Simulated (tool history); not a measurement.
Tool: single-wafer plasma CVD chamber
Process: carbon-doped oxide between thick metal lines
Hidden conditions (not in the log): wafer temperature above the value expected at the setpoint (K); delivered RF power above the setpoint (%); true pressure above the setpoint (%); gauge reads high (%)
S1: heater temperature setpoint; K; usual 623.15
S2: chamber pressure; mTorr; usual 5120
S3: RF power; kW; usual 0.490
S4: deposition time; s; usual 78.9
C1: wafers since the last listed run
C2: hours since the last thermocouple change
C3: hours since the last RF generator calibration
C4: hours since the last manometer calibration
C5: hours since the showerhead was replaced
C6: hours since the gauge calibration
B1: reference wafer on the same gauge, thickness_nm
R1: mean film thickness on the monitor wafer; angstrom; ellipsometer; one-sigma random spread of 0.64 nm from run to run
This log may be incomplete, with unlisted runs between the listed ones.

{"run": 1, "hour": 0.0, "S1": 635.15, "S2": 5120, "S3": 0.49, "S4": 78.9, "C1": 0, "C2": 1925.7, "C3": 499.5, "C4": 1257.7, "C5": 7130.1, "C6": 696.2, "B1": 290.939, "R1": 3434.37}
{"run": 2, "hour": 54.5, "S1": 635.15, "S2": 5120, "S3": 0.49, "S4": 78.9, "C1": 827, "C2": 1980.2, "C3": 554.0, "C4": 1312.2, "C5": 7184.6, "C6": 750.7, "B1": 291.01, "R1": 3436.39}
{"run": 3, "hour": 109.6, "S1": 635.15, "S2": 5120, "S3": 0.49, "S4": 78.9, "C1": 836, "C2": 2035.3, "C3": 609.1, "C4": 1367.3, "C5": 7239.7, "C6": 805.8, "B1": 290.935, "R1": 3438.52}
{"run": 4, "hour": 157.3, "S1": 623.15, "S2": 4280, "S3": 0.52, "S4": 78.9, "C1": 724, "C2": 2083.0, "C3": 656.8, "C4": 1415.0, "C5": 7287.4, "C6": 853.5, "B1": 290.991, "R1": 3585.55}
{"run": 5, "hour": 210.0, "S1": 623.15, "S2": 4280, "S3": 0.52, "S4": 78.9, "C1": 800, "C2": 2135.7, "C3": 709.5, "C4": 1467.7, "C5": 7340.1, "C6": 906.2, "B1": 290.989, "R1": 3594.06}
{"run": 6, "hour": 277.3, "S1": 623.15, "S2": 4280, "S3": 0.52, "S4": 78.9, "C1": 1021, "C2": 2203.0, "C3": 776.8, "C4": 1535.0, "C5": 7407.4, "C6": 973.5, "B1": 291.046, "R1": 3598.06}
{"hour": 290.4, "done": "gauge calibrated"}
{"run": 7, "hour": 341.2, "S1": 623.15, "S2": 5120, "S3": 0.49, "S4": 78.9, "C1": 970, "C2": 2266.9, "C3": 840.7, "C4": 1598.9, "C5": 7471.3, "C6": 50.8, "B1": 291.013, "R1": 3565.64}
{"hour": 355.3, "done": "thermocouple changed; heater temperature recalibrated"}
{"hour": 367.3, "done": "RF generator calibrated"}
{"hour": 367.3, "done": "showerhead replaced"}
{"run": 8, "hour": 406.4, "S1": 623.15, "S2": 4800, "S3": 0.49, "S4": 78.9, "C1": 746, "C2": 51.1, "C3": 39.1, "C4": 1664.1, "C5": 39.1, "C6": 116.0, "B1": 291.011, "R1": 3461.4}
{"hour": 428.4, "done": "capacitance manometer re-zeroed and calibrated"}
{"run": 9, "hour": 532.3, "S1": 623.15, "S2": 5120, "S3": 0.49, "S4": 78.9, "C1": 1790, "C2": 177.0, "C3": 165.0, "C4": 103.9, "C5": 165.0, "C6": 241.9, "B1": 291.155, "R1": 3553.54}
{"run": 10, "hour": 590.8, "S1": 623.15, "S2": 5120, "S3": 0.49, "S4": 78.9, "C1": 888, "C2": 235.5, "C3": 223.5, "C4": 162.4, "C5": 223.5, "C6": 300.4, "B1": 291.12, "R1": 3538.22}
{"run": 11, "hour": 618.7, "S1": 623.15, "S2": 5120, "S3": 0.445, "S4": 64.5, "C1": 423, "C2": 263.4, "C3": 251.4, "C4": 190.3, "C5": 251.4, "C6": 328.3, "B1": 291.015, "R1": 2712.94}
{"run": 12, "hour": 645.1, "S1": 623.15, "S2": 5120, "S3": 0.49, "S4": 78.9, "C1": 400, "C2": 289.8, "C3": 277.8, "C4": 216.7, "C5": 277.8, "C6": 354.7, "B1": 290.989, "R1": 3549.82}
{"run": 13, "hour": 682.6, "S1": 638.15, "S2": 5120, "S3": 0.49, "S4": 78.9, "C1": 569, "C2": 327.3, "C3": 315.3, "C4": 254.2, "C5": 315.3, "C6": 392.2, "B1": 291.036, "R1": 3401.98}
{"run": 14, "hour": 712.0, "S1": 623.15, "S2": 4160, "S3": 0.42, "S4": 73.5, "C1": 446, "C2": 356.7, "C3": 344.7, "C4": 283.6, "C5": 344.7, "C6": 421.6, "B1": 291.054, "R1": 2834.13}
{"run": 15, "hour": 765.6, "S1": 623.15, "S2": 5840, "S3": 0.455, "S4": 78.9, "C1": 813, "C2": 410.3, "C3": 398.3, "C4": 337.2, "C5": 398.3, "C6": 475.2, "B1": 291.098, "R1": 3440.99}
{"run": 16, "hour": 817.4, "S1": 623.15, "S2": 4650, "S3": 0.49, "S4": 85.4, "C1": 786, "C2": 462.1, "C3": 450.1, "C4": 389.0, "C5": 450.1, "C6": 527.0, "B1": 290.949, "R1": 3759.88}
{"run": 17, "hour": 885.8, "S1": 616.15, "S2": 5120, "S3": 0.49, "S4": 78.9, "C1": 1038, "C2": 530.5, "C3": 518.5, "C4": 457.4, "C5": 518.5, "C6": 595.4, "B1": 291.0, "R1": 3604.23}
{"run": 18, "hour": 925.7, "S1": 611.15, "S2": 4250, "S3": 0.4, "S4": 92.8, "C1": 605, "C2": 570.4, "C3": 558.4, "C4": 497.3, "C5": 558.4, "C6": 635.3, "B1": 291.059, "R1": 3561.08}

Hidden condition of the tool, last listed run before each entry between runs versus first listed run after:
After run 6, before run 7: gauge calibrated (hour 290.4)
  wafer temperature above the value expected at the setpoint (K): -5.75 -> -6.11; true pressure above the setpoint (%): -8.61 -> -8.67
  measured value less the no-hidden-state value, R1: +7.19 -> +2.87 angstrom
After run 7, before run 8: thermocouple changed; heater temperature recalibrated (hour 355.3); RF generator calibrated (hour 367.3); showerhead replaced (hour 367.3)
  wafer temperature above the value expected at the setpoint (K): -6.11 -> -0.0348; true pressure above the setpoint (%): -8.67 -> -8.72
  measured value less the no-hidden-state value, R1: +2.87 -> -60.73 angstrom
After run 8, before run 9: capacitance manometer re-zeroed and calibrated (hour 428.4)
  wafer temperature above the value expected at the setpoint (K): -0.0348 -> -0.0704; true pressure above the setpoint (%): -8.72 -> -1.39
  measured value less the no-hidden-state value, R1: -60.73 -> -8.94 angstrom
